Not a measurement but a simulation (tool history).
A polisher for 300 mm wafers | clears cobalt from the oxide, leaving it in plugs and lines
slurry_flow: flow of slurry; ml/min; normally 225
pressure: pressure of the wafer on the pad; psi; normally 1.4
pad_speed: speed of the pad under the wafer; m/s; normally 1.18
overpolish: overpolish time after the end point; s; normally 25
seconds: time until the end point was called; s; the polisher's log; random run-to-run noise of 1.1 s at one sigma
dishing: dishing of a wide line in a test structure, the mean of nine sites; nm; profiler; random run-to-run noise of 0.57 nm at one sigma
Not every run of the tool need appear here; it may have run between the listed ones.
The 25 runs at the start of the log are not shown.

| run | hour | slurry_flow | pressure | pad_speed | overpolish | wafers since the last listed run | wafers polished on this pad | hours since the slurry nozzle was cleaned | hours since the head pressure was calibrated | incoming thickness of the incoming film, nm | seconds | dishing |
|---|---|---|---|---|---|---|---|---|---|---|---|---|
| 26 | 320.2 | 225 | 1.4 | 1.18 | 25 | 36 | 561 | 115.8 | 64.3 | 296.4 | 81.1 | 45.9 |
|  | 324.9 | worn pad replaced by a new one |
| 27 | 336.0 | 165 | 1.4 | 1.18 | 25 | 69 | 65 | 131.6 | 80.1 | 294.0 | 85.5 | 44.4 |
| 28 | 348.1 | 195 | 1.2 | 1.02 | 21 | 71 | 137 | 143.7 | 92.2 | 302.5 | 109.0 | 38.2 |
| 29 | 363.8 | 225 | 1.4 | 1.18 | 25 | 92 | 229 | 159.4 | 107.9 | 300.4 | 83.8 | 44.6 |
| 30 | 372.9 | 225 | 1.4 | 1.18 | 25 | 53 | 283 | 168.5 | 117.0 | 302.9 | 83.2 | 46.3 |
| 31 | 390.5 | 270 | 1.4 | 1.48 | 33 | 103 | 387 | 186.1 | 134.6 | 301.8 | 69.9 | 49.4 |
| 32 | 403.8 | 275 | 1.9 | 1.18 | 25 | 78 | 466 | 199.4 | 147.9 | 299.7 | 59.5 | 48.8 |
| 33 | 419.4 | 255 | 1.2 | 1.18 | 15 | 92 | 558 | 215.0 | 163.5 | 304.8 | 93.3 | 33.3 |
|  | 426.8 | worn pad replaced by a new one |
| 34 | 427.3 | 225 | 1.6 | 1.18 | 38 | 23 | 3 | 222.9 | 171.4 | 304.9 | 71.1 | 51.5 |
| 35 | 436.7 | 225 | 1.4 | 1.18 | 25 | 55 | 58 | 232.3 | 180.8 | 300.6 | 81.4 | 45.8 |
| 36 | 445.7 | 295 | 1.4 | 0.86 | 25 | 53 | 111 | 241.3 | 189.8 | 301.5 | 93.4 | 43.8 |

Branching from run 36: 3 alternative next runs. What would each branch give?
| A | 446.2 | 225 | 1.1 | 1.18 | 25 | 2 | 114 | 241.8 | 190.3 | 301.4 | ? | ? |
| B | 446.2 | 225 | 1.0 | 0.80 | 25 | 2 | 114 | 241.8 | 190.3 | 301.4 | ? | ? |
| C | 446.2 | 155 | 1.4 | 1.18 | 20 | 2 | 114 | 241.8 | 190.3 | 301.4 | ? | ? |

| run | seconds | dishing |
|---|---|---|
| A | 104.7 | 41.2 |
| B | 142.7 | 35.8 |
| C | 87.4 | 40.3 |
Without the tool's unlogged condition, the same runs would have read:
| run | seconds | dishing |
|---|---|---|
| A | 110.8 | 40.2 |
| B | 151.1 | 34.7 |
| C | 92.5 | 39.4 |
